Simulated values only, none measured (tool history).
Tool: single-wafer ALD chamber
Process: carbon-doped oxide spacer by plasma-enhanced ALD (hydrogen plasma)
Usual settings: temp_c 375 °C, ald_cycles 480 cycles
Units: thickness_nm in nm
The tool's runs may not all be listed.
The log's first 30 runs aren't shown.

run,hour,temp_c,ald_cycles,wafers since the last listed run,hours since the last thermocouple change,hours since the gauge calibration,"read-back reference wafer on the same gauge, thickness_nm",thickness_nm
31,352.5,384,480,3,144.8,142.4,19.797,22.006
32,366.7,382,480,7,159,156.6,19.792,21.969
33,378.7,388,537,6,171,168.6,19.808,24.603
34,388.9,367,390,5,181.2,178.8,19.792,17.717
35,401.3,362,456,6,193.6,191.2,19.807,20.863
36,412.4,366,547,5,204.7,202.3,19.79,25.029
37,424.5,375,480,6,216.8,214.4,19.791,21.973
38,441.5,375,480,9,233.8,231.4,19.808,21.937
39,455.3,383,389,7,247.6,245.2,19.799,17.793
40,464.4,386,480,4,256.7,254.3,19.806,21.896

3 ways to go on from here, each from the tool as it stands after run 40. What would each give?
A,465.5,375,514,0,257.8,255.4,?,?
B,465.5,389,480,0,257.8,255.4,?,?
C,465.5,385,567,0,257.8,255.4,?,?

run,"read-back reference wafer on the same gauge, thickness_nm",thickness_nm
A,19.804,23.587
B,19.804,22.027
C,19.804,26.019
Without the tool's hidden state the same runs would have given:
run,thickness_nm
A,23.587
B,22.027
C,26.019
